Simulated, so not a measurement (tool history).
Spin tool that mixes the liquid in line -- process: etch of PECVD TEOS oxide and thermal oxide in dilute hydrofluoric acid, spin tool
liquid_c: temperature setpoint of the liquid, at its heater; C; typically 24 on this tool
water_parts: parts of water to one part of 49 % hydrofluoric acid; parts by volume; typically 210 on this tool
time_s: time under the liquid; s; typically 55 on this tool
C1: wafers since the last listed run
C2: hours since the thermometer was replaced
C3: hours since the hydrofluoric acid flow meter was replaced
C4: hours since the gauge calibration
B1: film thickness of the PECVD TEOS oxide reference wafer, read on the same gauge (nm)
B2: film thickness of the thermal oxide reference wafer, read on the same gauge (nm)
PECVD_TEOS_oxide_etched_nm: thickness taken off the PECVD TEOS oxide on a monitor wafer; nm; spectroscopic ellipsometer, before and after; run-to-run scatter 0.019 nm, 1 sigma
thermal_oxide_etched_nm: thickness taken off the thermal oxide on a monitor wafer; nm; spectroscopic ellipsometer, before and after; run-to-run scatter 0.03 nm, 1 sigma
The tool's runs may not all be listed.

run 1 hour=0 | liquid_c=24 water_parts=240 time_s=55 | C1=0 C2=2486.2 C3=908.7 C4=125.2 | B1=110 B2=49.972 | PECVD_TEOS_oxide_etched_nm=6.62 thermal_oxide_etched_nm=1.046
run 2 hour=22.8 | liquid_c=24 water_parts=240 time_s=55 | C1=315 C2=2509 C3=931.5 C4=148 | B1=110.03 B2=49.989 | PECVD_TEOS_oxide_etched_nm=6.65 thermal_oxide_etched_nm=0.997
run 3 hour=38.5 | liquid_c=24 water_parts=240 time_s=55 | C1=217 C2=2524.7 C3=947.2 C4=163.7 | B1=110.03 B2=49.973 | PECVD_TEOS_oxide_etched_nm=6.65 thermal_oxide_etched_nm=1.037
run 4 hour=57.9 | liquid_c=24 water_parts=210 time_s=55 | C1=268 C2=2544.1 C3=966.6 C4=183.1 | B1=109.98 B2=49.986 | PECVD_TEOS_oxide_etched_nm=7.87 thermal_oxide_etched_nm=1.203
run 5 hour=77.3 | liquid_c=24 water_parts=210 time_s=55 | C1=268 C2=2563.5 C3=986 C4=202.5 | B1=109.96 B2=49.997 | PECVD_TEOS_oxide_etched_nm=7.86 thermal_oxide_etched_nm=1.167
run 6 hour=102.2 | liquid_c=24 water_parts=210 time_s=55 | C1=345 C2=2588.4 C3=1010.9 C4=227.4 | B1=109.99 B2=49.991 | PECVD_TEOS_oxide_etched_nm=7.87 thermal_oxide_etched_nm=1.248
-- hour=108.9 thermometer replaced
run 7 hour=121 | liquid_c=26 water_parts=210 time_s=60 | C1=246 C2=12.1 C3=1029.7 C4=246.2 | B1=110 B2=50.011 | PECVD_TEOS_oxide_etched_nm=8.46 thermal_oxide_etched_nm=1.26
run 8 hour=152.9 | liquid_c=26 water_parts=210 time_s=60 | C1=442 C2=44 C3=1061.6 C4=278.1 | B1=110.01 B2=49.95 | PECVD_TEOS_oxide_etched_nm=8.45 thermal_oxide_etched_nm=1.313
run 9 hour=167.4 | liquid_c=25.5 water_parts=280 time_s=30 | C1=200 C2=58.5 C3=1076.1 C4=292.6 | B1=109.97 B2=49.984 | PECVD_TEOS_oxide_etched_nm=2.91 thermal_oxide_etched_nm=0.454
run 10 hour=199.8 | liquid_c=24 water_parts=210 time_s=35 | C1=448 C2=90.9 C3=1108.5 C4=325 | B1=110.01 B2=49.998 | PECVD_TEOS_oxide_etched_nm=4.64 thermal_oxide_etched_nm=0.73
run 11 hour=226.4 | liquid_c=24 water_parts=210 time_s=55 | C1=368 C2=117.5 C3=1135.1 C4=351.6 | B1=110.02 B2=50.018 | PECVD_TEOS_oxide_etched_nm=7.3 thermal_oxide_etched_nm=1.097
-- hour=235 hydrofluoric acid flow meter replaced
run 12 hour=239.8 | liquid_c=21 water_parts=210 time_s=70 | C1=171 C2=130.9 C3=4.8 C4=365 | B1=109.96 B2=50.028 | PECVD_TEOS_oxide_etched_nm=7.38 thermal_oxide_etched_nm=1.196
-- hour=244.2 gauge calibrated
run 13 hour=264.9 | liquid_c=24 water_parts=210 time_s=80 | C1=347 C2=156 C3=29.9 C4=20.7 | B1=109.98 B2=50.01 | PECVD_TEOS_oxide_etched_nm=9.44 thermal_oxide_etched_nm=1.488
run 14 hour=279.6 | liquid_c=24 water_parts=210 time_s=20 | C1=203 C2=170.7 C3=44.6 C4=35.4 | B1=109.98 B2=50.018 | PECVD_TEOS_oxide_etched_nm=2.38 thermal_oxide_etched_nm=0.376
run 15 hour=294.7 | liquid_c=27 water_parts=210 time_s=30 | C1=209 C2=185.8 C3=59.7 C4=50.5 | B1=109.98 B2=49.985 | PECVD_TEOS_oxide_etched_nm=3.98 thermal_oxide_etched_nm=0.601
run 16 hour=327.4 | liquid_c=24 water_parts=210 time_s=75 | C1=453 C2=218.5 C3=92.4 C4=83.2 | B1=109.99 B2=49.994 | PECVD_TEOS_oxide_etched_nm=9.04 thermal_oxide_etched_nm=1.356

Here are 3 independent what-if runs from the current tool condition. What would each one return?
run A hour=327.8 | liquid_c=20.5 water_parts=210 time_s=55 | C1=5 C2=218.9 C3=92.8 C4=83.6 | B1=? B2=? | PECVD_TEOS_oxide_etched_nm=? thermal_oxide_etched_nm=?
run B hour=327.8 | liquid_c=28 water_parts=160 time_s=20 | C1=5 C2=218.9 C3=92.8 C4=83.6 | B1=? B2=? | PECVD_TEOS_oxide_etched_nm=? thermal_oxide_etched_nm=?
run C hour=327.8 | liquid_c=24 water_parts=130 time_s=40 | C1=5 C2=218.9 C3=92.8 C4=83.6 | B1=? B2=? | PECVD_TEOS_oxide_etched_nm=? thermal_oxide_etched_nm=?

run=A B1=109.99 B2=49.981 PECVD_TEOS_oxide_etched_nm=5.75 thermal_oxide_etched_nm=0.87
run=B B1=109.99 B2=49.981 PECVD_TEOS_oxide_etched_nm=3.83 thermal_oxide_etched_nm=0.58
run=C B1=109.99 B2=49.981 PECVD_TEOS_oxide_etched_nm=8.41 thermal_oxide_etched_nm=1.273
What these runs would have given with no unlogged condition in the tool:
run=A PECVD_TEOS_oxide_etched_nm=5.55 thermal_oxide_etched_nm=0.84
run=B PECVD_TEOS_oxide_etched_nm=3.7 thermal_oxide_etched_nm=0.56
run=C PECVD_TEOS_oxide_etched_nm=8.13 thermal_oxide_etched_nm=1.23
